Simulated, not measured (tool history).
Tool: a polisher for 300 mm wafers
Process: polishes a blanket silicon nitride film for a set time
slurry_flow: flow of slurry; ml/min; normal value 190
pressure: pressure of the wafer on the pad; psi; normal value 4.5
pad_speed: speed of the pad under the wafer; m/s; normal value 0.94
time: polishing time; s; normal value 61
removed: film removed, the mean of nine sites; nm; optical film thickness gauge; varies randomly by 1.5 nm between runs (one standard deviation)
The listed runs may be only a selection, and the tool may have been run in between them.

run,hour,slurry_flow,pressure,pad_speed,time,"incoming thickness of the incoming film, nm",removed
1,0,190,4.5,1.16,61,359.6,125.1
# hour 13: worn pad replaced by a new one
2,53.1,190,4.5,0.94,61,367,114.5
3,67.6,190,4.5,0.94,61,363.2,113.5
4,79.8,190,4.5,0.94,61,359.4,109.4
5,91.1,205,4.5,0.94,61,361.3,107.3
6,101.1,205,4.5,0.94,61,358.9,102.1
# hour 120.6: worn pad replaced by a new one
7,121.1,190,4.5,0.86,61,355.6,104.3
8,125.5,190,4.5,0.86,61,360.9,108.2
9,137.6,190,4.5,0.86,61,364.1,105.3
10,147.2,225,4.5,0.94,50,361.5,93.4
11,154.7,225,4.5,0.94,50,364.4,95.4
12,161.5,190,4.5,0.94,61,353.5,112.8
13,173.9,190,4.5,0.94,61,364.9,109
14,182.4,190,4.5,0.94,61,355,112.4
15,192.1,190,4.5,0.94,61,359.5,107.3
16,209.5,190,4.5,0.94,61,357.6,102.4
# hour 225.2: worn pad replaced by a new one
17,225.7,190,4.5,0.94,61,355.6,116
18,231.7,190,4.5,0.94,61,357.8,118.6
19,248.5,130,3.6,1.1,61,356,100.8
20,255,190,4.5,1.04,42,360.9,84.9
# hour 268.8: head pressure recalibrated
21,271.6,150,3.3,1.14,41,360.8,62.7
22,284.2,170,4.5,0.94,61,363.9,110.7
# hour 296.8: slurry nozzle cleaned
23,298.8,150,4.9,1.2,61,363.4,139.4
24,308.1,190,3.5,1.04,61,354.2,90.1
# hour 320.1: worn pad replaced by a new one
25,325.2,190,4.5,0.94,61,364.1,114.6
26,349,190,4.5,0.94,61,358.5,114
27,363.2,190,3.5,0.74,61,353.8,72
28,377.3,215,3.4,0.94,53,357.7,73.7
29,384.6,190,4.5,0.94,61,359.1,109.7
30,401.6,190,5.8,0.94,61,360.2,141.2
# hour 409.4: worn pad replaced by a new one
31,419.3,190,4.5,1.06,61,356.8,125.4
32,426,190,3.3,0.94,61,356.8,85.6
33,442.5,215,4.5,0.8,61,361.5,102.8
34,451.3,215,4.5,0.8,61,359.5,100.7
35,461.6,160,4.5,0.86,61,361.3,101
36,477.1,240,4.5,0.64,79,363.3,105.2
37,487.1,190,5.4,0.94,61,359.5,129.8

Below, each run's measurement less what the same run would have read without the hidden state. Both values contain the same run-to-run variation, but the gauge's scatter may not be the same in both:
Hidden state present: removal rate lost through wear of the pad, %; slurry flow missing at the pad, %; deviation of the head's pressure from its setpoint, %.
run,removed
1,-13.1
2,-2.7
3,-4.7
4,-6.9
5,-9.3
6,-11.4
7,-1.6
8,-1.6
9,-2
10,-2.3
11,-2.9
12,-4.2
13,-5.8
14,-7.6
15,-9.2
16,-13.3
17,-0.1
18,-0.1
19,-0.7
20,-1
21,-1.8
22,-5.1
23,-10.2
24,-8.6
25,-0.3
26,-1.5
27,-1.9
28,-3.3
29,-6.4
30,-13.3
31,-1.4
32,-1.1
33,-2.5
34,-3.3
35,-4.6
36,-7.7
37,-12.3

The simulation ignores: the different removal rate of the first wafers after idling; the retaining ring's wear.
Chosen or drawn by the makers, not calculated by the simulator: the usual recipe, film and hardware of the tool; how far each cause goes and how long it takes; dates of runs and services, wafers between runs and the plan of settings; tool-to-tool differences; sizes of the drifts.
